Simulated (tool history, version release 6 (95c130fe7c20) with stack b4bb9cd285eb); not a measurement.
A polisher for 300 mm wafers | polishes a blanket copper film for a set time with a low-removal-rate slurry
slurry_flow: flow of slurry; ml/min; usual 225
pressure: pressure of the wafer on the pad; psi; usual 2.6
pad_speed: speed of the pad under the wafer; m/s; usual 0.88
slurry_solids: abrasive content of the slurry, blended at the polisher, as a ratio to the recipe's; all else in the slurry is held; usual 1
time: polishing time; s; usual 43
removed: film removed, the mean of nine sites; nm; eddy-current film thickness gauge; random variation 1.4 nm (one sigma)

run    hour  slurry_flow  pressure  pad_speed  slurry_solids  time  incoming thickness of the incoming film, nm  removed
  1       0          225       2.6       0.88              1    43                                       1493.3      101
  2      96          290       2.6       0.88              1    43                                       1504.6    106.8
  3   139.9          290       2.6       0.88              1    43                                         1502    104.3
  4   193.8          290       2.6       0.88              1    43                                       1505.3    101.8
  5   287.5          225       2.6       0.88              1    49                                       1531.8    118.6
  6     345          225       2.6       0.88              1    49                                       1505.9    117.1
  7   389.3          225       2.6       0.88            1.2    43                                       1522.7    111.8
  8   454.5          225       2.6       0.88            1.2    43                                       1506.2    110.2
  9   552.7          225       2.6       0.64              1    43                                       1481.8       71
 10   643.6          225       2.6       0.88              1    43                                       1480.7    101.9
 11   715.5          225       2.6        0.8            0.7    55                                         1516    105.1
 12   811.8          225       3.2       1.02            0.9    30                                       1483.6     88.6
 13   867.8          255       2.6       0.88              1    48                                       1473.1    113.6
 14   962.5          225       2.6       0.88            0.8    43                                       1515.8     95.5
 15  1038.7          225       2.6       0.88              1    43                                       1514.9    101.5
 16  1106.8          225       2.6       0.88              1    43                                       1493.4    101.1
 17  1187.7          255       2.6       0.88              1    43                                       1502.4     98.7
 18  1256.5          190       2.6       0.88              1    43                                       1507.8    101.6
 19  1340.8          195       2.6       0.88              1    43                                       1481.8    101.6
 20    1394          165       2.6       0.88            1.1    43                                       1495.9    100.9
 21    1466          225       2.6       1.14            0.9    43                                       1476.1    127.9

Not shown: 15 entries that the log had between the listed runs. Between which runs, and how does the tool's hidden state differ before and after?
Between runs 2 and 3: worn pad replaced by a new one (hour 102.1)
  slurry flow missing at the pad, %: 14.4 -> 20.6
  measured less the result without the state, removed: -1.8 -> -2.8 nm
Between runs 4 and 5: head pressure recalibrated (hour 195.9); slurry nozzle cleaned (hour 278.4); slurry blender recalibrated (hour 280.9)
  slurry flow missing at the pad, %: 30 -> 3.18
  measured less the result without the state, removed: -4.7 -> -0.5 nm
Between runs 7 and 8: worn pad replaced by a new one (hour 403.2)
  slurry flow missing at the pad, %: 7.44 -> 14
  measured less the result without the state, removed: -1.2 -> -2.4 nm
Between runs 9 and 10: slurry nozzle cleaned (hour 580.2)
  slurry flow missing at the pad, %: 29.4 -> 6.07
  measured less the result without the state, removed: -4.1 -> -0.9 nm
Between runs 10 and 11: slurry blender recalibrated (hour 663.4)
  slurry flow missing at the pad, %: 6.07 -> 11.1
  measured less the result without the state, removed: -0.9 -> -1.8 nm
Between runs 11 and 12: worn pad replaced by a new one (hour 736.7)
  slurry flow missing at the pad, %: 11.1 -> 23.4
  measured less the result without the state, removed: -1.8 -> -3.7 nm
Between runs 12 and 13: head pressure recalibrated (hour 819.1)
  slurry flow missing at the pad, %: 23.4 -> 33.5
  measured less the result without the state, removed: -3.7 -> -7.1 nm
Between runs 13 and 14: slurry nozzle cleaned (hour 879)
  slurry flow missing at the pad, %: 33.5 -> 3.62
  measured less the result without the state, removed: -7.1 -> -0.5 nm
Between runs 14 and 15: slurry blender recalibrated (hour 992.6); worn pad replaced by a new one (hour 1023.3)
  slurry flow missing at the pad, %: 3.62 -> 10.1
  measured less the result without the state, removed: -0.5 -> -1.5 nm
Between runs 17 and 18: slurry nozzle cleaned (hour 1233.5)
  slurry flow missing at the pad, %: 34.4 -> 4.01
  measured less the result without the state, removed: -6.5 -> -0.7 nm
Between runs 18 and 19: worn pad replaced by a new one (hour 1275.3); slurry blender recalibrated (hour 1301.6)
  slurry flow missing at the pad, %: 4.01 -> 7.84
  measured less the result without the state, removed: -0.7 -> -1.3 nm
